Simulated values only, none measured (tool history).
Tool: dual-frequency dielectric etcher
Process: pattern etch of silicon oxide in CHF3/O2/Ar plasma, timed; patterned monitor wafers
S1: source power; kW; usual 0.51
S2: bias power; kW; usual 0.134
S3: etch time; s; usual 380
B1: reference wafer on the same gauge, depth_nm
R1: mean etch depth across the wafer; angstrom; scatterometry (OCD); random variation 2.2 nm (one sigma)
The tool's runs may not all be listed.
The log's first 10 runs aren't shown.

{"run": 11, "hour": 130.1, "S1": 0.39, "S2": 0.134, "S3": 272, "B1": 733.8, "R1": 4323}
{"run": 12, "hour": 143.3, "S1": 0.47, "S2": 0.134, "S3": 334.5, "B1": 734.7, "R1": 5594}
{"run": 13, "hour": 156.6, "S1": 0.4, "S2": 0.149, "S3": 318, "B1": 734, "R1": 5246}
{"run": 14, "hour": 165.0, "S1": 0.51, "S2": 0.134, "S3": 380, "B1": 734.9, "R1": 6505}
{"run": 15, "hour": 182.2, "S1": 0.51, "S2": 0.148, "S3": 380, "B1": 734.2, "R1": 6663}
{"run": 16, "hour": 196.9, "S1": 0.56, "S2": 0.122, "S3": 380, "B1": 734, "R1": 6544}
{"run": 17, "hour": 206.3, "S1": 0.51, "S2": 0.148, "S3": 380, "B1": 733.9, "R1": 6740}
{"hour": 234.5, "done": "bias power generator calibrated"}
{"hour": 236.7, "done": "wet clean of the chamber"}
{"run": 18, "hour": 237.2, "S1": 0.51, "S2": 0.134, "S3": 380, "B1": 732.7, "R1": 6153}
{"run": 19, "hour": 237.7, "S1": 0.6, "S2": 0.134, "S3": 313.5, "B1": 732.2, "R1": 5322}
{"run": 20, "hour": 242.0, "S1": 0.62, "S2": 0.134, "S3": 474.5, "B1": 732.1, "R1": 8149}
{"run": 21, "hour": 257.7, "S1": 0.51, "S2": 0.167, "S3": 380, "B1": 732.2, "R1": 6562}
{"run": 22, "hour": 264.0, "S1": 0.51, "S2": 0.134, "S3": 462, "B1": 733.6, "R1": 7432}
{"run": 23, "hour": 275.9, "S1": 0.51, "S2": 0.108, "S3": 298, "B1": 733, "R1": 4573}
{"run": 24, "hour": 283.1, "S1": 0.44, "S2": 0.102, "S3": 270, "B1": 733.5, "R1": 3915}
{"run": 25, "hour": 300.4, "S1": 0.51, "S2": 0.134, "S3": 380, "B1": 733.9, "R1": 6157}
{"run": 26, "hour": 318.1, "S1": 0.38, "S2": 0.167, "S3": 380, "B1": 733.6, "R1": 6137}
{"run": 27, "hour": 329.9, "S1": 0.47, "S2": 0.16, "S3": 458, "B1": 733, "R1": 7669}
{"run": 28, "hour": 341.6, "S1": 0.42, "S2": 0.121, "S3": 380, "B1": 733.4, "R1": 5699}
{"run": 29, "hour": 358.1, "S1": 0.42, "S2": 0.16, "S3": 433.5, "B1": 732.2, "R1": 7068}
{"run": 30, "hour": 374.9, "S1": 0.46, "S2": 0.118, "S3": 471.5, "B1": 734.4, "R1": 7269}

Forecast each of these 4 alternatives for the next run:
{"run": "A", "hour": 375.4, "S1": 0.51, "S2": 0.134, "S3": 380, "B1": "?", "R1": "?"}
{"run": "B", "hour": 375.4, "S1": 0.51, "S2": 0.134, "S3": 323.5, "B1": "?", "R1": "?"}
{"run": "C", "hour": 375.4, "S1": 0.63, "S2": 0.118, "S3": 316, "B1": "?", "R1": "?"}
{"run": "D", "hour": 375.4, "S1": 0.63, "S2": 0.105, "S3": 380, "B1": "?", "R1": "?"}

run=A B1=734.9 R1=6189
run=B B1=734.9 R1=5269
run=C B1=734.9 R1=5288
run=D B1=734.9 R1=6175
Without the tool's hidden state the same runs would have given:
run=A R1=6149
run=B R1=5235
run=C R1=5253
run=D R1=6135
